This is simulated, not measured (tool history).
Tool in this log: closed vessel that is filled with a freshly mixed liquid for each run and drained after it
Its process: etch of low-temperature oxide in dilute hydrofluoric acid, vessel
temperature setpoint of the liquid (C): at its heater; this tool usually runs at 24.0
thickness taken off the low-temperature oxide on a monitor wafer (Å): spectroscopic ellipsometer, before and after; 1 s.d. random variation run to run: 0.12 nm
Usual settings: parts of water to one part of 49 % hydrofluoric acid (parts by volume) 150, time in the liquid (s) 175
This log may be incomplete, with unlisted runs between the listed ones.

| run | hour | temperature setpoint of the liquid (C) | parts of water to one part of 49 % hydrofluoric acid (parts by volume) | time in the liquid (s) | read-back film thickness of the low-temperature oxide reference wafer, read on the same gauge (nm) | thickness taken off the low-temperature oxide on a monitor wafer (Å) |
|---|---|---|---|---|---|---|
| 1 | 0.0 | 24.0 | 150 | 175 | 100.02 | 320.2 |
| 2 | 64.1 | 27.0 | 150 | 175 | 100.01 | 360.8 |
| 3 | 105.7 | 27.0 | 150 | 175 | 100.00 | 362.0 |
| 4 | 210.5 | 24.0 | 150 | 175 | 99.99 | 323.8 |
| 5 | 294.4 | 24.0 | 150 | 175 | 99.98 | 322.3 |
|  | 483.9 | hydrofluoric acid flow meter replaced |
| 6 | 588.0 | 24.0 | 150 | 175 | 99.99 | 323.8 |
| 7 | 657.8 | 24.0 | 150 | 175 | 99.97 | 323.1 |
| 8 | 714.7 | 24.0 | 150 | 175 | 100.00 | 325.4 |
| 9 | 759.6 | 21.0 | 150 | 235 | 100.01 | 388.5 |
|  | 761.7 | thermometer replaced |
| 10 | 847.4 | 22.0 | 150 | 175 | 100.00 | 292.3 |
| 11 | 924.9 | 24.0 | 100 | 215 | 99.99 | 611.2 |
| 12 | 994.7 | 26.5 | 150 | 250 | 100.04 | 490.9 |
| 13 | 1041.6 | 19.5 | 150 | 265 | 100.06 | 399.0 |
| 14 | 1095.6 | 24.0 | 150 | 175 | 99.98 | 314.8 |
| 15 | 1177.1 | 24.0 | 150 | 125 | 100.00 | 225.9 |
|  | 1262.1 | hydrofluoric acid flow meter replaced |
| 16 | 1279.0 | 24.0 | 215 | 100 | 99.97 | 116.4 |
| 17 | 1383.8 | 27.5 | 150 | 125 | 99.96 | 256.8 |
| 18 | 1479.0 | 19.0 | 85 | 270 | 100.01 | 761.8 |
| 19 | 1564.0 | 22.5 | 150 | 175 | 99.98 | 299.4 |
|  | 1591.2 | gauge calibrated |
| 20 | 1658.0 | 24.0 | 150 | 175 | 100.02 | 318.3 |
| 21 | 1729.6 | 28.5 | 120 | 140 | 99.98 | 389.1 |
| 22 | 1787.9 | 19.0 | 150 | 95 | 100.00 | 142.4 |
| 23 | 1848.7 | 26.0 | 180 | 225 | 100.04 | 352.6 |
| 24 | 1935.8 | 24.0 | 150 | 175 | 100.01 | 314.6 |
| 25 | 2020.6 | 24.0 | 175 | 145 | 100.00 | 218.4 |
|  | 2044.6 | hydrofluoric acid flow meter replaced |
| 26 | 2111.1 | 20.0 | 105 | 120 | 99.99 | 279.8 |
| 27 | 2150.8 | 19.0 | 200 | 175 | 100.01 | 186.5 |
| 28 | 2256.7 | 22.5 | 100 | 115 | 99.97 | 315.3 |
| 29 | 2293.7 | 24.0 | 150 | 175 | 100.00 | 317.7 |
| 30 | 2397.0 | 24.0 | 150 | 175 | 100.00 | 316.0 |
| 31 | 2460.5 | 24.0 | 115 | 235 | 100.03 | 585.2 |

Branching from run 31: 5 alternative next runs. What would each branch give?
| A | 2461.2 | 24.0 | 220 | 175 | ? | ? |
| B | 2461.2 | 20.0 | 220 | 125 | ? | ? |
| C | 2461.2 | 27.0 | 120 | 255 | ? | ? |
| D | 2461.2 | 21.0 | 150 | 175 | ? | ? |
| E | 2461.2 | 20.0 | 110 | 175 | ? | ? |

| run | read-back film thickness of the low-temperature oxide reference wafer, read on the same gauge (nm) | thickness taken off the low-temperature oxide on a monitor wafer (Å) |
|---|---|---|
| A | 99.99 | 201.5 |
| B | 99.99 | 124.1 |
| C | 99.99 | 676.2 |
| D | 99.99 | 284.5 |
| E | 99.99 | 389.4 |
Without the tool's hidden state the same runs would have given:
| run | thickness taken off the low-temperature oxide on a monitor wafer (Å) |
|---|---|
| A | 198.1 |
| B | 121.9 |
| C | 664.0 |
| D | 279.2 |
| E | 381.9 |

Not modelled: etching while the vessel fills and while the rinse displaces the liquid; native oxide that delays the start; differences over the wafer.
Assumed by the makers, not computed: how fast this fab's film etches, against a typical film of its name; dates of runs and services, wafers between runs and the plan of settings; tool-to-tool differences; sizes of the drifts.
